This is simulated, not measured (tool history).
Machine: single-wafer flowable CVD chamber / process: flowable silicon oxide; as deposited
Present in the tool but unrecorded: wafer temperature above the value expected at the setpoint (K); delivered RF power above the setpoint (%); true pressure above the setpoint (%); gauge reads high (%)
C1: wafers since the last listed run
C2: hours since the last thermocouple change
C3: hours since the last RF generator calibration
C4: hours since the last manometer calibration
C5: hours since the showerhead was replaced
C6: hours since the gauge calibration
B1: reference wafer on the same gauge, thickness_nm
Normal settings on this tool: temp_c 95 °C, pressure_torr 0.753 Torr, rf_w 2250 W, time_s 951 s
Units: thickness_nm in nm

{"run": 1, "hour": 0.0, "temp_c": 95, "pressure_torr": 0.753, "rf_w": 2250, "time_s": 951, "C1": 0, "C2": 1725, "C3": 918.4, "C4": 605.6, "C5": 5997.3, "C6": 81.7, "B1": 581.869, "thickness_nm": 682.332}
{"run": 2, "hour": 30.6, "temp_c": 95, "pressure_torr": 0.753, "rf_w": 2250, "time_s": 951, "C1": 41, "C2": 1755.6, "C3": 949, "C4": 636.2, "C5": 6027.9, "C6": 112.3, "B1": 582.247, "thickness_nm": 680.626}
{"run": 3, "hour": 45.4, "temp_c": 95, "pressure_torr": 0.753, "rf_w": 2250, "time_s": 951, "C1": 20, "C2": 1770.4, "C3": 963.8, "C4": 651, "C5": 6042.7, "C6": 127.1, "B1": 582.397, "thickness_nm": 682.406}
{"run": 4, "hour": 65.5, "temp_c": 95, "pressure_torr": 0.753, "rf_w": 2250, "time_s": 951, "C1": 27, "C2": 1790.5, "C3": 983.9, "C4": 671.1, "C5": 6062.8, "C6": 147.2, "B1": 581.617, "thickness_nm": 682.8}
{"run": 5, "hour": 87.2, "temp_c": 95, "pressure_torr": 0.753, "rf_w": 2250, "time_s": 951, "C1": 29, "C2": 1812.2, "C3": 1005.6, "C4": 692.8, "C5": 6084.5, "C6": 168.9, "B1": 581.47, "thickness_nm": 679.052}
{"run": 6, "hour": 113.7, "temp_c": 95, "pressure_torr": 0.753, "rf_w": 2250, "time_s": 951, "C1": 36, "C2": 1838.7, "C3": 1032.1, "C4": 719.3, "C5": 6111, "C6": 195.4, "B1": 581.738, "thickness_nm": 680.784}
{"run": 7, "hour": 129.6, "temp_c": 95, "pressure_torr": 0.753, "rf_w": 2250, "time_s": 951, "C1": 21, "C2": 1854.6, "C3": 1048, "C4": 735.2, "C5": 6126.9, "C6": 211.3, "B1": 582.025, "thickness_nm": 680.706}
{"run": 8, "hour": 143.9, "temp_c": 95, "pressure_torr": 0.753, "rf_w": 2250, "time_s": 951, "C1": 19, "C2": 1868.9, "C3": 1062.3, "C4": 749.5, "C5": 6141.2, "C6": 225.6, "B1": 581.823, "thickness_nm": 681.85}
{"run": 9, "hour": 161.8, "temp_c": 95, "pressure_torr": 0.753, "rf_w": 2250, "time_s": 951, "C1": 24, "C2": 1886.8, "C3": 1080.2, "C4": 767.4, "C5": 6159.1, "C6": 243.5, "B1": 581.685, "thickness_nm": 679.881}
{"run": 10, "hour": 188.6, "temp_c": 95, "pressure_torr": 0.753, "rf_w": 2250, "time_s": 1094, "C1": 36, "C2": 1913.6, "C3": 1107, "C4": 794.2, "C5": 6185.9, "C6": 270.3, "B1": 581.605, "thickness_nm": 784.61}
{"hour": 214.2, "done": "RF generator calibrated"}
{"run": 11, "hour": 214.7, "temp_c": 95, "pressure_torr": 0.753, "rf_w": 2250, "time_s": 1094, "C1": 24, "C2": 1939.7, "C3": 0.5, "C4": 820.3, "C5": 6212, "C6": 296.4, "B1": 582.489, "thickness_nm": 781.915}
{"run": 12, "hour": 241.0, "temp_c": 95, "pressure_torr": 0.753, "rf_w": 2250, "time_s": 1094, "C1": 35, "C2": 1966, "C3": 26.8, "C4": 846.6, "C5": 6238.3, "C6": 322.7, "B1": 581.974, "thickness_nm": 785.161}
{"run": 13, "hour": 273.5, "temp_c": 95, "pressure_torr": 0.654, "rf_w": 2250, "time_s": 951, "C1": 44, "C2": 1998.5, "C3": 59.3, "C4": 879.1, "C5": 6270.8, "C6": 355.2, "B1": 581.99, "thickness_nm": 591.208}
{"run": 14, "hour": 289.9, "temp_c": 108, "pressure_torr": 0.922, "rf_w": 1825, "time_s": 951, "C1": 22, "C2": 2014.9, "C3": 75.7, "C4": 895.5, "C5": 6287.2, "C6": 371.6, "B1": 582.107, "thickness_nm": 532.457}
{"run": 15, "hour": 309.8, "temp_c": 95, "pressure_torr": 0.656, "rf_w": 2250, "time_s": 1005, "C1": 27, "C2": 2034.8, "C3": 95.6, "C4": 915.4, "C5": 6307.1, "C6": 391.5, "B1": 581.226, "thickness_nm": 625.686}
{"hour": 346.6, "done": "capacitance manometer re-zeroed and calibrated"}
{"run": 16, "hour": 347.1, "temp_c": 109, "pressure_torr": 0.753, "rf_w": 2110, "time_s": 951, "C1": 39, "C2": 2072.1, "C3": 132.9, "C4": 0.5, "C5": 6344.4, "C6": 428.8, "B1": 581.517, "thickness_nm": 445.806}
{"run": 17, "hour": 371.2, "temp_c": 95, "pressure_torr": 0.753, "rf_w": 2250, "time_s": 951, "C1": 32, "C2": 2096.2, "C3": 157, "C4": 24.6, "C5": 6368.5, "C6": 452.9, "B1": 582.581, "thickness_nm": 683.198}
{"hour": 393.9, "done": "showerhead replaced"}
{"run": 18, "hour": 401.7, "temp_c": 90, "pressure_torr": 0.642, "rf_w": 2510, "time_s": 951, "C1": 30, "C2": 2126.7, "C3": 187.5, "C4": 55.1, "C5": 7.8, "C6": 483.4, "B1": 581.358, "thickness_nm": 690.444}
{"run": 19, "hour": 414.6, "temp_c": 95, "pressure_torr": 0.753, "rf_w": 2665, "time_s": 900, "C1": 17, "C2": 2139.6, "C3": 200.4, "C4": 68, "C5": 20.7, "C6": 496.3, "B1": 581.906, "thickness_nm": 664.11}
{"run": 20, "hour": 429.7, "temp_c": 95, "pressure_torr": 0.753, "rf_w": 1895, "time_s": 1005, "C1": 20, "C2": 2154.7, "C3": 215.5, "C4": 83.1, "C5": 35.8, "C6": 511.4, "B1": 581.319, "thickness_nm": 681.243}
{"run": 21, "hour": 452.4, "temp_c": 95, "pressure_torr": 0.753, "rf_w": 2250, "time_s": 951, "C1": 30, "C2": 2177.4, "C3": 238.2, "C4": 105.8, "C5": 58.5, "C6": 534.1, "B1": 582.023, "thickness_nm": 681.384}
{"run": 22, "hour": 471.5, "temp_c": 102, "pressure_torr": 0.753, "rf_w": 2035, "time_s": 951, "C1": 26, "C2": 2196.5, "C3": 257.3, "C4": 124.9, "C5": 77.6, "C6": 553.2, "B1": 582.046, "thickness_nm": 543.611}
{"hour": 483.4, "done": "thermocouple changed; heater temperature recalibrated"}
{"hour": 495.1, "done": "gauge calibrated"}
{"run": 23, "hour": 505.6, "temp_c": 95, "pressure_torr": 0.753, "rf_w": 2250, "time_s": 1094, "C1": 35, "C2": 22.2, "C3": 291.4, "C4": 159, "C5": 111.7, "C6": 10.5, "B1": 582.366, "thickness_nm": 783.128}
{"run": 24, "hour": 537.0, "temp_c": 95, "pressure_torr": 0.753, "rf_w": 2250, "time_s": 951, "C1": 42, "C2": 53.6, "C3": 322.8, "C4": 190.4, "C5": 143.1, "C6": 41.9, "B1": 582.387, "thickness_nm": 680.964}
{"run": 25, "hour": 566.1, "temp_c": 95, "pressure_torr": 0.753, "rf_w": 2535, "time_s": 951, "C1": 39, "C2": 82.7, "C3": 351.9, "C4": 219.5, "C5": 172.2, "C6": 71, "B1": 581.912, "thickness_nm": 697.404}
{"run": 26, "hour": 590.8, "temp_c": 95, "pressure_torr": 0.679, "rf_w": 2250, "time_s": 951, "C1": 33, "C2": 107.4, "C3": 376.6, "C4": 244.2, "C5": 196.9, "C6": 95.7, "B1": 581.896, "thickness_nm": 612.737}
{"run": 27, "hour": 604.2, "temp_c": 106, "pressure_torr": 0.753, "rf_w": 2250, "time_s": 951, "C1": 18, "C2": 120.8, "C3": 390, "C4": 257.6, "C5": 210.3, "C6": 109.1, "B1": 582.046, "thickness_nm": 492.782}
{"run": 28, "hour": 632.1, "temp_c": 95, "pressure_torr": 0.753, "rf_w": 2250, "time_s": 951, "C1": 38, "C2": 148.7, "C3": 417.9, "C4": 285.5, "C5": 238.2, "C6": 137, "B1": 581.14, "thickness_nm": 680.565}

Consider 5 possible next runs. They are alternatives, not a sequence: every one starts from the tool as it was left by run 28. What does each give?
{"run": "A", "hour": 632.8, "temp_c": 95, "pressure_torr": 0.753, "rf_w": 2390, "time_s": 951, "C1": 0, "C2": 149.4, "C3": 418.6, "C4": 286.2, "C5": 238.9, "C6": 137.7, "B1": "?", "thickness_nm": "?"}
{"run": "B", "hour": 632.8, "temp_c": 95, "pressure_torr": 0.753, "rf_w": 1915, "time_s": 1103, "C1": 0, "C2": 149.4, "C3": 418.6, "C4": 286.2, "C5": 238.9, "C6": 137.7, "B1": "?", "thickness_nm": "?"}
{"run": "C", "hour": 632.8, "temp_c": 85, "pressure_torr": 0.567, "rf_w": 2250, "time_s": 951, "C1": 0, "C2": 149.4, "C3": 418.6, "C4": 286.2, "C5": 238.9, "C6": 137.7, "B1": "?", "thickness_nm": "?"}
{"run": "D", "hour": 632.8, "temp_c": 95, "pressure_torr": 0.753, "rf_w": 2250, "time_s": 785, "C1": 0, "C2": 149.4, "C3": 418.6, "C4": 286.2, "C5": 238.9, "C6": 137.7, "B1": "?", "thickness_nm": "?"}
{"run": "E", "hour": 632.8, "temp_c": 95, "pressure_torr": 0.63, "rf_w": 1950, "time_s": 951, "C1": 0, "C2": 149.4, "C3": 418.6, "C4": 286.2, "C5": 238.9, "C6": 137.7, "B1": "?", "thickness_nm": "?"}

run=A B1=582.192 thickness_nm=689.277
run=B B1=582.192 thickness_nm=750.317
run=C B1=582.192 thickness_nm=679.439
run=D B1=582.192 thickness_nm=561.84
run=E B1=582.192 thickness_nm=545.249
Without the tool's hidden state the same runs would have given:
run=A thickness_nm=689.277
run=B thickness_nm=750.317
run=C thickness_nm=679.439
run=D thickness_nm=561.84
run=E thickness_nm=545.249

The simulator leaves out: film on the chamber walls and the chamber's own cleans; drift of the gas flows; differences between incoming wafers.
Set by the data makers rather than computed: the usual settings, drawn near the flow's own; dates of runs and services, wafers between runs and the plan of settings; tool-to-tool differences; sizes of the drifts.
